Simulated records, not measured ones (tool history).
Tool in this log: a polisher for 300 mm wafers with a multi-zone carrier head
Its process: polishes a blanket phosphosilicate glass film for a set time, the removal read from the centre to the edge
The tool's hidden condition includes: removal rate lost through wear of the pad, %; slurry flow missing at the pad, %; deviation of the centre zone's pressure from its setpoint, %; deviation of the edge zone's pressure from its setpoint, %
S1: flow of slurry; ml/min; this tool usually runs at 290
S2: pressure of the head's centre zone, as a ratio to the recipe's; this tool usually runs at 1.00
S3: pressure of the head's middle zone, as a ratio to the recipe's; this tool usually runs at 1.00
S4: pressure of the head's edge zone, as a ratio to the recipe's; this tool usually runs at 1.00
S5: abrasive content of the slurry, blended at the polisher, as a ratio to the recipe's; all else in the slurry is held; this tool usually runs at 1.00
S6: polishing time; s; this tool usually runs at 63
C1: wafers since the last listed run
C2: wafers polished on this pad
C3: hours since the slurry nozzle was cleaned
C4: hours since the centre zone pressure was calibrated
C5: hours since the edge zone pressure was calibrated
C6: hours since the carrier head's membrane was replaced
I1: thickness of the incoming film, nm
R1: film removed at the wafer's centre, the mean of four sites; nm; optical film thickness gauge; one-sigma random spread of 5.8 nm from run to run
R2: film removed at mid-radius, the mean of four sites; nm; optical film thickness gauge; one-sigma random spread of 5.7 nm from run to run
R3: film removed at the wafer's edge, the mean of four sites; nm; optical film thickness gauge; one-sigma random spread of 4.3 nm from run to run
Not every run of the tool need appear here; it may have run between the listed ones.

run 1 hour=0.0 | S1=290 S2=1.09 S3=1.00 S4=1.00 S5=1.00 S6=63 | C1=0 C2=814 C3=260.6 C4=696.1 C5=802.3 C6=515.3 | I1=2652.8 | R1=465.3 R2=438.8 R3=432.8
run 2 hour=30.6 | S1=290 S2=1.00 S3=1.00 S4=0.91 S5=1.00 S6=63 | C1=346 C2=1160 C3=291.2 C4=726.7 C5=832.9 C6=545.9 | I1=2672.2 | R1=424.3 R2=429.1 R3=407.3
-- hour=49.5 slurry nozzle cleaned
run 3 hour=58.6 | S1=290 S2=1.00 S3=1.00 S4=0.91 S5=1.00 S6=63 | C1=305 C2=1465 C3=9.1 C4=754.7 C5=860.9 C6=573.9 | I1=2678.3 | R1=447.3 R2=451.0 R3=429.4
-- hour=87.9 worn pad replaced by a new one
run 4 hour=88.4 | S1=290 S2=1.00 S3=1.00 S4=0.91 S5=1.00 S6=63 | C1=291 C2=5 C3=38.9 C4=784.5 C5=890.7 C6=603.7 | I1=2621.5 | R1=453.2 R2=447.1 R3=421.9
run 5 hour=120.1 | S1=290 S2=1.00 S3=1.00 S4=1.00 S5=1.00 S6=63 | C1=358 C2=363 C3=70.6 C4=816.2 C5=922.4 C6=635.4 | I1=2652.4 | R1=440.5 R2=452.7 R3=447.9
run 6 hour=138.4 | S1=290 S2=0.88 S3=1.00 S4=1.00 S5=1.00 S6=63 | C1=206 C2=570 C3=88.9 C4=834.5 C5=940.7 C6=653.7 | I1=2645.4 | R1=409.8 R2=458.1 R3=445.8
run 7 hour=166.6 | S1=290 S2=1.04 S3=1.04 S4=0.94 S5=1.00 S6=44 | C1=318 C2=889 C3=117.1 C4=862.7 C5=968.9 C6=681.9 | I1=2676.1 | R1=326.7 R2=326.5 R3=300.1
run 8 hour=194.8 | S1=290 S2=1.00 S3=1.00 S4=1.00 S5=1.00 S6=63 | C1=318 C2=1208 C3=145.3 C4=890.9 C5=997.1 C6=710.1 | I1=2637.8 | R1=454.2 R2=442.3 R3=448.6
-- hour=206.5 edge zone pressure recalibrated
run 9 hour=213.0 | S1=290 S2=1.00 S3=1.00 S4=0.95 S5=1.00 S6=63 | C1=183 C2=1391 C3=163.5 C4=909.1 C5=6.5 C6=728.3 | I1=2625.0 | R1=452.5 R2=445.6 R3=439.4
run 10 hour=238.7 | S1=290 S2=1.10 S3=1.00 S4=1.00 S5=0.75 S6=63 | C1=290 C2=1682 C3=189.2 C4=934.8 C5=32.2 C6=754.0 | I1=2648.5 | R1=395.5 R2=368.7 R3=359.1
-- hour=244.3 worn pad replaced by a new one
-- hour=262.2 carrier head's membrane replaced by a new one
run 11 hour=266.7 | S1=290 S2=1.00 S3=1.00 S4=1.00 S5=1.00 S6=63 | C1=214 C2=196 C3=217.2 C4=962.8 C5=60.2 C6=4.5 | I1=2712.2 | R1=442.9 R2=450.2 R3=434.4
run 12 hour=302.6 | S1=290 S2=1.12 S3=0.96 S4=1.00 S5=1.00 S6=63 | C1=406 C2=602 C3=253.1 C4=998.7 C5=96.1 C6=40.4 | I1=2687.2 | R1=491.1 R2=419.5 R3=428.3
-- hour=332.6 slurry nozzle cleaned
-- hour=352.6 centre zone pressure recalibrated
run 13 hour=382.8 | S1=290 S2=1.00 S3=1.00 S4=1.00 S5=1.00 S6=46 | C1=873 C2=1475 C3=50.2 C4=30.2 C5=176.3 C6=120.6 | I1=2628.7 | R1=332.0 R2=330.0 R3=331.5
-- hour=414.2 worn pad replaced by a new one
run 14 hour=482.8 | S1=290 S2=1.00 S3=1.06 S4=1.08 S5=1.00 S6=63 | C1=1085 C2=775 C3=150.2 C4=130.2 C5=276.3 C6=220.6 | I1=2653.9 | R1=452.5 R2=462.2 R3=464.2
run 15 hour=505.3 | S1=210 S2=0.90 S3=1.04 S4=1.00 S5=0.90 S6=63 | C1=254 C2=1030 C3=172.7 C4=152.7 C5=298.8 C6=243.1 | I1=2671.7 | R1=372.6 R2=421.2 R3=404.0
run 16 hour=521.3 | S1=290 S2=1.00 S3=1.00 S4=1.00 S5=1.00 S6=63 | C1=180 C2=1210 C3=188.7 C4=168.7 C5=314.8 C6=259.1 | I1=2716.1 | R1=461.5 R2=439.8 R3=439.2
run 17 hour=557.1 | S1=290 S2=1.00 S3=1.00 S4=1.00 S5=1.00 S6=63 | C1=404 C2=1615 C3=224.5 C4=204.5 C5=350.6 C6=294.9 | I1=2655.9 | R1=446.4 R2=444.4 R3=437.7
-- hour=572.9 worn pad replaced by a new one
run 18 hour=577.1 | S1=290 S2=1.00 S3=1.00 S4=1.00 S5=0.80 S6=63 | C1=180 C2=47 C3=244.5 C4=224.5 C5=370.6 C6=314.9 | I1=2689.1 | R1=383.7 R2=381.8 R3=375.2
run 19 hour=601.1 | S1=200 S2=1.03 S3=1.06 S4=0.88 S5=1.00 S6=63 | C1=271 C2=318 C3=268.5 C4=248.5 C5=394.6 C6=338.9 | I1=2676.2 | R1=414.0 R2=419.3 R3=391.4
-- hour=609.6 slurry nozzle cleaned
run 20 hour=622.0 | S1=290 S2=1.00 S3=1.00 S4=1.10 S5=1.00 S6=83 | C1=225 C2=543 C3=12.4 C4=269.4 C5=415.5 C6=359.8 | I1=2610.2 | R1=614.1 R2=596.1 R3=618.0
run 21 hour=637.7 | S1=290 S2=0.92 S3=1.00 S4=1.00 S5=1.00 S6=63 | C1=177 C2=721 C3=28.1 C4=285.1 C5=431.2 C6=375.5 | I1=2679.5 | R1=418.1 R2=447.5 R3=457.4

The tool's hidden state at each run:
removal rate lost through wear of the pad, %: 0 across all the runs
deviation of the centre zone's pressure from its setpoint, %: 0 across all the runs
deviation of the edge zone's pressure from its setpoint, %: 0 across all the runs
H1: slurry flow missing at the pad, %
run=1 H1=36.1
run=2 H1=44.2
run=3 H1=4.57
run=4 H1=5.26
run=5 H1=6.91
run=6 H1=8.31
run=7 H1=11.1
run=8 H1=14.6
run=9 H1=17.3
run=10 H1=21.6
run=11 H1=27.1
run=12 H1=35.1
run=13 H1=2.57
run=14 H1=12.1
run=15 H1=15.6
run=16 H1=18.4
run=17 H1=25.4
run=18 H1=29.9
run=19 H1=35.8
run=20 H1=0.7
run=21 H1=1

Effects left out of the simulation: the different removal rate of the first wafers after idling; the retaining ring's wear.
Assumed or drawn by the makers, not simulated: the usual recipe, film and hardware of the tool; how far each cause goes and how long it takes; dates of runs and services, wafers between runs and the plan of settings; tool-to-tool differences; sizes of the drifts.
